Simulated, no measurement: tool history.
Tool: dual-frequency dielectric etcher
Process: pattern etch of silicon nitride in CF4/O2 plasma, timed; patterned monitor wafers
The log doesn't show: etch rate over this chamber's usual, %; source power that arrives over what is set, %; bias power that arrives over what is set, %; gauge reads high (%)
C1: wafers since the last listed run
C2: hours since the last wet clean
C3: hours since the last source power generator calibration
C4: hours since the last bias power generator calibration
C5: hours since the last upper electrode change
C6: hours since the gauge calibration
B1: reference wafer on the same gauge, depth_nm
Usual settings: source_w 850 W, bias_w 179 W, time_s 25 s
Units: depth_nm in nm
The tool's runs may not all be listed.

Run 1, hour 0.0: usual settings; C1 0; C2 237.9; C3 2102.6; C4 440.4; C5 2113.7; C6 248.5; B1 65.8. Result: depth_nm 77.2 nm.
Run 2, hour 87.2: usual settings; C1 1095; C2 325.1; C3 2189.8; C4 527.6; C5 2200.9; C6 335.7; B1 65.8. Result: depth_nm 77.5 nm.
Run 3, hour 182.1: usual settings; C1 1192; C2 420.0; C3 2284.7; C4 622.5; C5 2295.8; C6 430.6; B1 65.8. Result: depth_nm 77.7 nm.
Run 4, hour 221.6: usual settings; C1 496; C2 459.5; C3 2324.2; C4 662.0; C5 2335.3; C6 470.1; B1 65.8. Result: depth_nm 77.9 nm.
Run 5, hour 263.9: usual settings; C1 531; C2 501.8; C3 2366.5; C4 704.3; C5 2377.6; C6 512.4; B1 65.8. Result: depth_nm 77.8 nm.
At hour 322.2: wet clean of the chamber.
Run 6, hour 335.1: usual settings; C1 593; C2 12.9; C3 2437.7; C4 775.5; C5 2448.8; C6 583.6; B1 65.8. Result: depth_nm 76.2 nm.
Run 7, hour 411.7: usual settings but source_w 920 W; C1 962; C2 89.5; C3 2514.3; C4 852.1; C5 2525.4; C6 660.2; B1 65.8. Result: depth_nm 82.1 nm.
Run 8, hour 497.1: usual settings but source_w 920 W; C1 1073; C2 174.9; C3 2599.7; C4 937.5; C5 2610.8; C6 745.6; B1 65.8. Result: depth_nm 82.8 nm.
Run 9, hour 554.0: usual settings but time_s 30 s; C1 715; C2 231.8; C3 2656.6; C4 994.4; C5 2667.7; C6 802.5; B1 65.8. Result: depth_nm 92.4 nm.
Run 10, hour 620.5: usual settings but time_s 30 s; C1 835; C2 298.3; C3 2723.1; C4 1060.9; C5 2734.2; C6 869.0; B1 65.8. Result: depth_nm 92.8 nm.
At hour 657.1: upper electrode replaced.
Run 11, hour 805.7: usual settings but time_s 30 s; C1 2026; C2 483.5; C3 2908.3; C4 1246.1; C5 148.6; C6 1054.2; B1 65.8. Result: depth_nm 93.4 nm.
Run 12, hour 843.6: usual settings; C1 476; C2 521.4; C3 2946.2; C4 1284.0; C5 186.5; C6 1092.1; B1 65.8. Result: depth_nm 77.9 nm.
At hour 934.1: wet clean of the chamber.
Run 13, hour 1066.8: usual settings; C1 2503; C2 132.7; C3 3169.4; C4 1507.2; C5 409.7; C6 1315.3; B1 65.8. Result: depth_nm 76.6 nm.
Run 14, hour 1104.8: usual settings but source_w 650 W, bias_w 134 W; C1 477; C2 170.7; C3 3207.4; C4 1545.2; C5 447.7; C6 1353.3; B1 65.8. Result: depth_nm 53.3 nm.
Run 15, hour 1146.2: usual settings but source_w 730 W, bias_w 216 W, time_s 18 s; C1 520; C2 212.1; C3 3248.8; C4 1586.6; C5 489.1; C6 1394.7; B1 65.8. Result: depth_nm 52.2 nm.
Run 16, hour 1216.9: usual settings but bias_w 136 W, time_s 22 s; C1 888; C2 282.8; C3 3319.5; C4 1657.3; C5 559.8; C6 1465.4; B1 65.8. Result: depth_nm 60.7 nm.
At hour 1278.6: source power generator calibrated.
Run 17, hour 1295.5: usual settings but time_s 30 s; C1 937; C2 361.4; C3 16.9; C4 1735.9; C5 638.4; C6 1544.0; B1 65.8. Result: depth_nm 93.0 nm.
Run 18, hour 1400.6: usual settings; C1 1320; C2 466.5; C3 122.0; C4 1841.0; C5 743.5; C6 1649.1; B1 65.8. Result: depth_nm 78.2 nm.

The next listed run, before its measurement:
At hour 1416.6: gauge calibrated.
At hour 1441.4: bias power generator calibrated.
Run 19, hour 1460.7: usual settings but source_w 650 W, bias_w 222 W, time_s 27 s; C1 705; C2 526.6; C3 182.1; C4 19.3; C5 803.6; C6 44.1; B1 ?. Result: depth_nm ?.

{"run 19": {"B1": 65.8, "depth_nm": 72.2}}
Without the tool's hidden state the same run would have given depth_nm 70.2 nm.
